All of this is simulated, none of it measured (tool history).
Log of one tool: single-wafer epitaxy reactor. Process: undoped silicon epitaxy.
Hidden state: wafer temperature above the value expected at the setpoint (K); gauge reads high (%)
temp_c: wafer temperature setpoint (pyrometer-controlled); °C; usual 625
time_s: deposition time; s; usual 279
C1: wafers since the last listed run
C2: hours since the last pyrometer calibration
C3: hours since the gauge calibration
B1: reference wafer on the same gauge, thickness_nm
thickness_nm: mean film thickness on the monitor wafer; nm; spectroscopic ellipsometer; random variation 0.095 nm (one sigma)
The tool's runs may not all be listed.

run 1 hour=0.0 | temp_c=625 time_s=299 | C1=0 C2=1212.8 C3=135.7 | B1=29.697 | thickness_nm=34.897
run 2 hour=10.7 | temp_c=625 time_s=303 | C1=76 C2=1223.5 C3=146.4 | B1=29.671 | thickness_nm=35.552
run 3 hour=25.5 | temp_c=625 time_s=303 | C1=106 C2=1238.3 C3=161.2 | B1=29.670 | thickness_nm=35.580
run 4 hour=34.1 | temp_c=625 time_s=303 | C1=61 C2=1246.9 C3=169.8 | B1=29.685 | thickness_nm=35.767
run 5 hour=50.2 | temp_c=625 time_s=279 | C1=115 C2=1263.0 C3=185.9 | B1=29.689 | thickness_nm=33.038
run 6 hour=67.5 | temp_c=625 time_s=279 | C1=124 C2=1280.3 C3=203.2 | B1=29.701 | thickness_nm=32.939
run 7 hour=74.2 | temp_c=625 time_s=279 | C1=48 C2=1287.0 C3=209.9 | B1=29.688 | thickness_nm=33.320
run 8 hour=86.6 | temp_c=625 time_s=279 | C1=88 C2=1299.4 C3=222.3 | B1=29.713 | thickness_nm=33.208
run 9 hour=93.3 | temp_c=625 time_s=279 | C1=48 C2=1306.1 C3=229.0 | B1=29.717 | thickness_nm=33.212
run 10 hour=110.1 | temp_c=617 time_s=279 | C1=120 C2=1322.9 C3=245.8 | B1=29.677 | thickness_nm=26.979
run 11 hour=123.9 | temp_c=617 time_s=279 | C1=98 C2=1336.7 C3=259.6 | B1=29.727 | thickness_nm=27.101
run 12 hour=133.6 | temp_c=617 time_s=279 | C1=69 C2=1346.4 C3=269.3 | B1=29.658 | thickness_nm=27.202
run 13 hour=141.5 | temp_c=625 time_s=279 | C1=56 C2=1354.3 C3=277.2 | B1=29.715 | thickness_nm=33.711
-- hour=157.9 pyrometer calibrated
run 14 hour=158.4 | temp_c=625 time_s=279 | C1=63 C2=0.5 C3=294.1 | B1=29.702 | thickness_nm=29.441
run 15 hour=169.5 | temp_c=625 time_s=279 | C1=79 C2=11.6 C3=305.2 | B1=29.654 | thickness_nm=29.204
run 16 hour=179.0 | temp_c=625 time_s=279 | C1=68 C2=21.1 C3=314.7 | B1=29.707 | thickness_nm=29.213
run 17 hour=187.9 | temp_c=633 time_s=279 | C1=63 C2=30.0 C3=323.6 | B1=29.751 | thickness_nm=36.053
-- hour=201.4 gauge calibrated
run 18 hour=205.2 | temp_c=629 time_s=263 | C1=124 C2=47.3 C3=3.8 | B1=29.722 | thickness_nm=30.546
run 19 hour=214.5 | temp_c=632 time_s=279 | C1=66 C2=56.6 C3=13.1 | B1=29.701 | thickness_nm=35.167
run 20 hour=225.1 | temp_c=615 time_s=237 | C1=75 C2=67.2 C3=23.7 | B1=29.687 | thickness_nm=19.147
run 21 hour=240.0 | temp_c=633 time_s=294 | C1=106 C2=82.1 C3=38.6 | B1=29.705 | thickness_nm=37.961
run 22 hour=247.2 | temp_c=618 time_s=335 | C1=51 C2=89.3 C3=45.8 | B1=29.723 | thickness_nm=29.322
run 23 hour=258.1 | temp_c=633 time_s=295 | C1=78 C2=100.2 C3=56.7 | B1=29.695 | thickness_nm=38.160
run 24 hour=265.6 | temp_c=613 time_s=300 | C1=53 C2=107.7 C3=64.2 | B1=29.700 | thickness_nm=22.840
run 25 hour=275.6 | temp_c=639 time_s=254 | C1=71 C2=117.7 C3=74.2 | B1=29.697 | thickness_nm=38.171
run 26 hour=290.7 | temp_c=615 time_s=299 | C1=108 C2=132.8 C3=89.3 | B1=29.678 | thickness_nm=24.056
run 27 hour=298.3 | temp_c=625 time_s=279 | C1=54 C2=140.4 C3=96.9 | B1=29.719 | thickness_nm=29.310
run 28 hour=310.2 | temp_c=618 time_s=335 | C1=85 C2=152.3 C3=108.8 | B1=29.675 | thickness_nm=29.337
run 29 hour=319.0 | temp_c=632 time_s=279 | C1=63 C2=161.1 C3=117.6 | B1=29.683 | thickness_nm=35.234
run 30 hour=330.0 | temp_c=625 time_s=279 | C1=78 C2=172.1 C3=128.6 | B1=29.709 | thickness_nm=29.500
run 31 hour=345.5 | temp_c=635 time_s=324 | C1=111 C2=187.6 C3=144.1 | B1=29.695 | thickness_nm=44.209
run 32 hour=358.2 | temp_c=625 time_s=327 | C1=91 C2=200.3 C3=156.8 | B1=29.716 | thickness_nm=34.360
run 33 hour=373.0 | temp_c=625 time_s=279 | C1=106 C2=215.1 C3=171.6 | B1=29.695 | thickness_nm=29.430
run 34 hour=388.7 | temp_c=629 time_s=300 | C1=112 C2=230.8 C3=187.3 | B1=29.687 | thickness_nm=35.150

The tool's hidden state at each run:
gauge reads high (%): 0 in every run
H1: wafer temperature above the value expected at the setpoint (K)
run=1 H1=4.41
run=2 H1=4.49
run=3 H1=4.6
run=4 H1=4.67
run=5 H1=4.79
run=6 H1=4.93
run=7 H1=4.98
run=8 H1=5.08
run=9 H1=5.13
run=10 H1=5.27
run=11 H1=5.38
run=12 H1=5.46
run=13 H1=5.53
run=14 H1=0.277
run=15 H1=0.278
run=16 H1=0.279
run=17 H1=0.28
run=18 H1=0.284
run=19 H1=0.287
run=20 H1=0.291
run=21 H1=0.298
run=22 H1=0.302
run=23 H1=0.308
run=24 H1=0.313
run=25 H1=0.32
run=26 H1=0.332
run=27 H1=0.338
run=28 H1=0.349
run=29 H1=0.357
run=30 H1=0.369
run=31 H1=0.386
run=32 H1=0.401
run=33 H1=0.42
run=34 H1=0.442

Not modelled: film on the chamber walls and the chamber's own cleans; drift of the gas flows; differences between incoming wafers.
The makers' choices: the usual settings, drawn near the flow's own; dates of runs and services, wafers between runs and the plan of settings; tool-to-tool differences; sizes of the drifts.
